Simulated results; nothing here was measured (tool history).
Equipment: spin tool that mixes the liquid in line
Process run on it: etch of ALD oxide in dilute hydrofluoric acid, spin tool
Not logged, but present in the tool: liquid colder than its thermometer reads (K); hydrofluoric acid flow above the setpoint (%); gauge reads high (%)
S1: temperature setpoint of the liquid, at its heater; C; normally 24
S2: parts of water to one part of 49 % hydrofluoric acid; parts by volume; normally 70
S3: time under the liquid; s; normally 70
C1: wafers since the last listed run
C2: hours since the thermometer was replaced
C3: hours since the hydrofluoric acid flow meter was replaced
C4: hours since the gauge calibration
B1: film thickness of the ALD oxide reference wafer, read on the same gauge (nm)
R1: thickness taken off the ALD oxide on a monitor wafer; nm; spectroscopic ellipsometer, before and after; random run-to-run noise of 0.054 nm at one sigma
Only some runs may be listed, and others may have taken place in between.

run,hour,S1,S2,S3,C1,C2,C3,C4,B1,R1
1,0,24,70,100,0,1684.4,1623.5,19.5,70.01,12.71
2,14.1,27,70,70,193,1698.5,1637.6,33.6,70.02,9.98
3,28,27,70,70,190,1712.4,1651.5,47.5,69.97,10.01
4,39.9,27,70,70,163,1724.3,1663.4,59.4,69.98,10.01
5,49.4,22.5,70,70,130,1733.8,1672.9,68.9,69.99,8.29
6,57.5,22.5,70,70,111,1741.9,1681,77,70.01,8.3
7,71.8,26.5,60,70,196,1756.2,1695.3,91.3,70,11.61
8,88.8,24,70,70,233,1773.2,1712.3,108.3,70.01,8.75
9,141.9,24,70,70,728,1826.3,1765.4,161.4,70.02,8.76
10,169.5,27.5,70,70,378,1853.9,1793,189,70,10.17
# hour 181.6: thermometer replaced
11,218.2,23,70,70,653,36.6,1841.7,237.7,70.02,9.45
12,224.6,23,70,70,87,43,1848.1,244.1,70,9.35
13,241.6,22,70,70,233,60,1865.1,261.1,70.03,8.97
14,257.2,22,70,70,213,75.6,1880.7,276.7,69.99,8.96
15,271.7,24,70,70,198,90.1,1895.2,291.2,70.01,9.72
16,283.2,26,50,70,157,101.6,1906.7,302.7,70,15.17
# hour 285: gauge calibrated
17,300.3,24,70,30,234,118.7,1923.8,15.3,70.01,4.2
18,309.3,24,70,70,123,127.7,1932.8,24.3,69.99,9.64
19,315.8,19.5,45,105,89,134.2,1939.3,30.8,70.01,19.4
20,330.8,28,80,85,205,149.2,1954.3,45.8,70.01,11.92
# hour 339: hydrofluoric acid flow meter replaced
21,344.9,24,70,70,179,163.3,5.9,59.9,69.99,9.79
22,357.2,22,70,70,168,175.6,18.2,72.2,69.98,8.92
23,365.4,24,70,100,112,183.8,26.4,80.4,70,13.91
24,371.5,24,70,70,83,189.9,32.5,86.5,70.01,9.7
25,388.4,20,45,70,231,206.8,49.4,103.4,70,13.14
26,400.4,24,85,110,164,218.8,61.4,115.4,69.98,12.36
27,418,21,40,80,241,236.4,79,133,70,17.74
28,434.3,19.5,45,105,223,252.7,95.3,149.3,69.99,19.19
29,451.2,28.5,60,55,231,269.6,112.2,166.2,70,10.81
30,468.9,21.5,70,105,242,287.3,129.9,183.9,70,13.01
31,478.2,24,40,55,127,296.6,139.2,193.2,70.02,13.86

Selected run-to-run steps in R1, each split into two signed amounts: the part the tool would show with no hidden state at all (from settings, incoming material and random variation), and the remainder, which goes to the hidden state together with any gauge scatter not common to the measured and the hidden-state-free results:
Run 1 -> 2: S1 24 -> 27, S3 100 -> 70. R1 -2.73 nm: hidden state +0.32, all else -3.05.
Run 6 -> 7: S1 22.5 -> 26.5, S2 70 -> 60. R1 +3.31 nm: hidden state -0.36, all else +3.67.
Run 10 -> 11: S1 27.5 -> 23, thermometer replaced. R1 -0.72 nm: hidden state +1.13, all else -1.85.
Run 16 -> 17: S1 26 -> 24, S2 50 -> 70, S3 70 -> 30, gauge calibrated. R1 -10.97 nm: hidden state +0.11, all else -11.08.
Run 18 -> 19: S1 24 -> 19.5, S2 70 -> 45, S3 70 -> 105. R1 +9.76 nm: hidden state -0.12, all else +9.88.
Run 28 -> 29: S1 19.5 -> 28.5, S2 45 -> 60, S3 105 -> 55. R1 -8.38 nm: hidden state +0.16, all else -8.54.
